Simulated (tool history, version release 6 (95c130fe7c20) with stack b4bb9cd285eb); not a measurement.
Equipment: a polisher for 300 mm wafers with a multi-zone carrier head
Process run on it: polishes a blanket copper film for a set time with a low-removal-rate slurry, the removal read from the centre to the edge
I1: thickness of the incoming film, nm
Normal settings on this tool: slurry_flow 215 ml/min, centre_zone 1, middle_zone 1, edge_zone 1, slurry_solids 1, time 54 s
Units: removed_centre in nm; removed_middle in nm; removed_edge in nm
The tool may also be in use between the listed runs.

{"run": 1, "hour": 0.0, "slurry_flow": 215, "centre_zone": 1, "middle_zone": 1, "edge_zone": 1, "slurry_solids": 1, "time": 54, "I1": 596.3, "removed_centre": 171.4, "removed_middle": 166.8, "removed_edge": 168.2}
{"hour": 57.0, "done": "edge zone pressure recalibrated"}
{"run": 2, "hour": 77.5, "slurry_flow": 215, "centre_zone": 1, "middle_zone": 1, "edge_zone": 1, "slurry_solids": 1, "time": 54, "I1": 607.8, "removed_centre": 170, "removed_middle": 170.4, "removed_edge": 167.9}
{"run": 3, "hour": 173.1, "slurry_flow": 215, "centre_zone": 1, "middle_zone": 1, "edge_zone": 1, "slurry_solids": 1, "time": 54, "I1": 600.3, "removed_centre": 170.1, "removed_middle": 169.5, "removed_edge": 167.4}
{"run": 4, "hour": 248.0, "slurry_flow": 250, "centre_zone": 1.04, "middle_zone": 1.05, "edge_zone": 1, "slurry_solids": 1, "time": 54, "I1": 601.6, "removed_centre": 176.7, "removed_middle": 176.6, "removed_edge": 172.4}
{"hour": 282.5, "done": "worn pad replaced by a new one"}
{"run": 5, "hour": 348.8, "slurry_flow": 215, "centre_zone": 0.91, "middle_zone": 1.09, "edge_zone": 1, "slurry_solids": 1, "time": 47, "I1": 600.2, "removed_centre": 137.7, "removed_middle": 156, "removed_edge": 146.7}
{"hour": 356.9, "done": "slurry nozzle cleaned"}
{"hour": 398.9, "done": "carrier head's membrane replaced by a new one"}
{"run": 6, "hour": 439.0, "slurry_flow": 215, "centre_zone": 1, "middle_zone": 1, "edge_zone": 1, "slurry_solids": 1, "time": 54, "I1": 597.4, "removed_centre": 179.4, "removed_middle": 173, "removed_edge": 173}
{"run": 7, "hour": 576.6, "slurry_flow": 215, "centre_zone": 1.06, "middle_zone": 1, "edge_zone": 1, "slurry_solids": 0.9, "time": 54, "I1": 603.7, "removed_centre": 176.7, "removed_middle": 161.3, "removed_edge": 166.2}
{"hour": 611.0, "done": "centre zone pressure recalibrated"}
{"run": 8, "hour": 622.5, "slurry_flow": 215, "centre_zone": 1, "middle_zone": 1, "edge_zone": 1, "slurry_solids": 1, "time": 54, "I1": 593.6, "removed_centre": 170.7, "removed_middle": 168.8, "removed_edge": 170.5}
{"run": 9, "hour": 677.6, "slurry_flow": 155, "centre_zone": 1, "middle_zone": 1.07, "edge_zone": 1, "slurry_solids": 1, "time": 54, "I1": 593.8, "removed_centre": 160.9, "removed_middle": 164.6, "removed_edge": 163.9}
{"hour": 719.3, "done": "worn pad replaced by a new one"}
{"run": 10, "hour": 768.7, "slurry_flow": 215, "centre_zone": 1, "middle_zone": 1, "edge_zone": 1, "slurry_solids": 1, "time": 54, "I1": 594.3, "removed_centre": 170.2, "removed_middle": 168, "removed_edge": 169.6}
{"run": 11, "hour": 874.2, "slurry_flow": 275, "centre_zone": 1, "middle_zone": 1, "edge_zone": 1, "slurry_solids": 1, "time": 54, "I1": 601.1, "removed_centre": 173.5, "removed_middle": 173.4, "removed_edge": 174.6}
{"hour": 889.9, "done": "edge zone pressure recalibrated"}
{"run": 12, "hour": 971.0, "slurry_flow": 215, "centre_zone": 1, "middle_zone": 1, "edge_zone": 1, "slurry_solids": 1, "time": 54, "I1": 597.4, "removed_centre": 170.7, "removed_middle": 167.6, "removed_edge": 170}
{"run": 13, "hour": 1038.9, "slurry_flow": 215, "centre_zone": 1, "middle_zone": 0.96, "edge_zone": 1, "slurry_solids": 1, "time": 54, "I1": 597.5, "removed_centre": 168.2, "removed_middle": 160.6, "removed_edge": 168.9}
{"hour": 1071.7, "done": "slurry nozzle cleaned"}
{"run": 14, "hour": 1097.3, "slurry_flow": 215, "centre_zone": 0.93, "middle_zone": 1, "edge_zone": 1.08, "slurry_solids": 0.75, "time": 69, "I1": 595.7, "removed_centre": 200.7, "removed_middle": 203.6, "removed_edge": 212}
{"hour": 1154.5, "done": "worn pad replaced by a new one"}
{"run": 15, "hour": 1165.5, "slurry_flow": 215, "centre_zone": 0.94, "middle_zone": 1, "edge_zone": 1, "slurry_solids": 1, "time": 54, "I1": 600.3, "removed_centre": 169.5, "removed_middle": 172.1, "removed_edge": 174.8}
{"run": 16, "hour": 1207.1, "slurry_flow": 215, "centre_zone": 1, "middle_zone": 1, "edge_zone": 1, "slurry_solids": 1, "time": 37, "I1": 599.3, "removed_centre": 119.9, "removed_middle": 117.3, "removed_edge": 118.5}
{"run": 17, "hour": 1248.5, "slurry_flow": 215, "centre_zone": 1, "middle_zone": 0.88, "edge_zone": 1, "slurry_solids": 1.1, "time": 54, "I1": 600.1, "removed_centre": 181.8, "removed_middle": 159.8, "removed_edge": 177.1}
{"run": 18, "hour": 1341.8, "slurry_flow": 170, "centre_zone": 1, "middle_zone": 1, "edge_zone": 1, "slurry_solids": 1, "time": 54, "I1": 586.9, "removed_centre": 163.9, "removed_middle": 161.8, "removed_edge": 165.9}
{"run": 19, "hour": 1418.5, "slurry_flow": 215, "centre_zone": 1, "middle_zone": 1.05, "edge_zone": 1, "slurry_solids": 1, "time": 67, "I1": 606.1, "removed_centre": 212, "removed_middle": 215, "removed_edge": 211.7}

Run 20, settings as shown, results not yet in. Your forecast:
{"run": 20, "hour": 1570.4, "slurry_flow": 180, "centre_zone": 1, "middle_zone": 0.89, "edge_zone": 1, "slurry_solids": 1, "time": 38, "I1": 600.9, "removed_centre": "?", "removed_middle": "?", "removed_edge": "?"}

{"run 20": {"removed_centre": 114.2, "removed_middle": 103.9, "removed_edge": 117.9}}
Had the tool carried no hidden state, the very same run would have given removed_centre 123.7 nm, removed_middle 111.5 nm, removed_edge 124.1 nm.
